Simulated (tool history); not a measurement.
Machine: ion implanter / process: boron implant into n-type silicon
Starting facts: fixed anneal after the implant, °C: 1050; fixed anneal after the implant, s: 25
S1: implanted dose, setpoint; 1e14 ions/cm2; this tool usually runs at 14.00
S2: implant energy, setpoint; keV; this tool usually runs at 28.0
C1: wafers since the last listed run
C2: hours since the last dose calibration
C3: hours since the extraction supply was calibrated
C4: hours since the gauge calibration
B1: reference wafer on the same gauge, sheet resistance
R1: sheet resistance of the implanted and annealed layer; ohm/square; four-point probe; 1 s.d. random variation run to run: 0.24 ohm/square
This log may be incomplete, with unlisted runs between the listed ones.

run	hour	S1	S2	C1	C2	C3	C4	B1	R1
1	0.0	14.00	28.0	0	1433.0	6507.2	452.4	78.60	82.48
2	38.8	14.00	28.0	789	1471.8	6546.0	491.2	78.56	82.78
3	47.8	15.11	28.0	183	1480.8	6555.0	500.2	78.60	77.73
4	59.5	15.11	28.0	237	1492.5	6566.7	511.9	78.58	77.39
5	68.1	15.11	28.0	174	1501.1	6575.3	520.5	78.61	77.93
# hour 79.5: gauge calibrated
6	81.3	14.00	34.0	268	1514.3	6588.5	1.8	78.56	81.79
7	88.4	14.00	34.0	144	1521.4	6595.6	8.9	78.59	81.22
8	95.1	14.00	34.0	136	1528.1	6602.3	15.6	78.58	81.51
9	108.6	14.00	28.0	274	1541.6	6615.8	29.1	78.62	82.91
10	124.4	14.00	28.0	321	1557.4	6631.6	44.9	78.54	82.85
11	137.2	14.00	28.0	260	1570.2	6644.4	57.7	78.62	82.89
12	153.9	14.00	28.0	339	1586.9	6661.1	74.4	78.61	83.14
13	171.8	14.00	28.0	364	1604.8	6679.0	92.3	78.63	83.11
# hour 205.9: extraction supply calibrated
14	213.4	16.00	28.0	683	1646.4	7.5	133.9	78.61	73.42
15	225.9	12.59	35.0	254	1658.9	20.0	146.4	78.57	89.82
16	236.5	12.43	33.0	215	1669.5	30.6	157.0	78.56	90.63
17	251.7	14.00	28.0	309	1684.7	45.8	172.2	78.59	83.07
# hour 260.9: Faraday cup replaced and dose calibrated
18	267.4	17.78	32.0	156	6.5	61.5	187.9	78.60	64.97
19	281.5	14.00	28.0	286	20.6	75.6	202.0	78.61	80.89
20	295.3	16.37	31.5	280	34.4	89.4	215.8	78.56	69.69
21	312.1	12.13	20.0	341	51.2	106.2	232.6	78.61	94.20
22	320.5	11.65	24.5	170	59.6	114.6	241.0	78.64	95.76
23	336.7	10.42	28.0	329	75.8	130.8	257.2	78.59	104.91
24	342.8	16.44	35.5	124	81.9	136.9	263.3	78.64	68.69
25	351.6	17.80	32.5	179	90.7	145.7	272.1	78.57	64.67
26	397.9	17.45	37.5	941	137.0	192.0	318.4	78.57	65.08
27	410.8	15.20	35.0	262	149.9	204.9	331.3	78.63	73.80
28	418.0	17.94	31.0	146	157.1	212.1	338.5	78.60	64.88
29	426.0	16.13	36.0	162	165.1	220.1	346.5	78.62	70.02
30	432.6	14.00	19.5	134	171.7	226.7	353.1	78.57	83.98
31	444.7	11.10	21.0	246	183.8	238.8	365.2	78.60	101.46
32	458.7	16.28	28.0	284	197.8	252.8	379.2	78.59	70.80
33	468.2	16.17	22.0	193	207.3	262.3	388.7	78.65	73.55
34	478.1	14.00	31.0	201	217.2	272.2	398.6	78.63	80.92
35	495.0	14.00	28.0	343	234.1	289.1	415.5	78.62	81.16
# hour 503.8: gauge calibrated
36	509.2	14.00	28.0	288	248.3	303.3	5.4	78.59	81.40
37	519.2	14.00	28.0	203	258.3	313.3	15.4	78.60	81.63

Below, some changes in R1 between adjacent runs. For each, the amount present without the hidden state too (settings, incoming material, random variation) and the amount remaining for the hidden state with gauge scatter not shared by both compared results:
The hidden state here: deviation of the true dose from the Faraday cup's reading, %; deviation of the true energy from its setpoint, %; gauge reads high (%).
Run 13 -> 14: S1 14.00 -> 16.00, extraction supply calibrated. R1 -9.69 ohm/square: hidden state -0.19, all else -9.50.
Run 14 -> 15: S1 16.00 -> 12.59, S2 28.0 -> 35.0. R1 +16.40 ohm/square: hidden state +0.43, all else +15.97.
Run 17 -> 18: S1 14.00 -> 17.78, S2 28.0 -> 32.0, Faraday cup replaced and dose calibrated. R1 -18.10 ohm/square: hidden state -2.22, all else -15.88.
Run 20 -> 21: S1 16.37 -> 12.13, S2 31.5 -> 20.0. R1 +24.51 ohm/square: hidden state -0.01, all else +24.52.
Run 23 -> 24: S1 10.42 -> 16.44, S2 28.0 -> 35.5. R1 -36.22 ohm/square: hidden state +0.02, all else -36.24.
Run 31 -> 32: S1 11.10 -> 16.28, S2 21.0 -> 28.0. R1 -30.66 ohm/square: hidden state -0.01, all else -30.65.
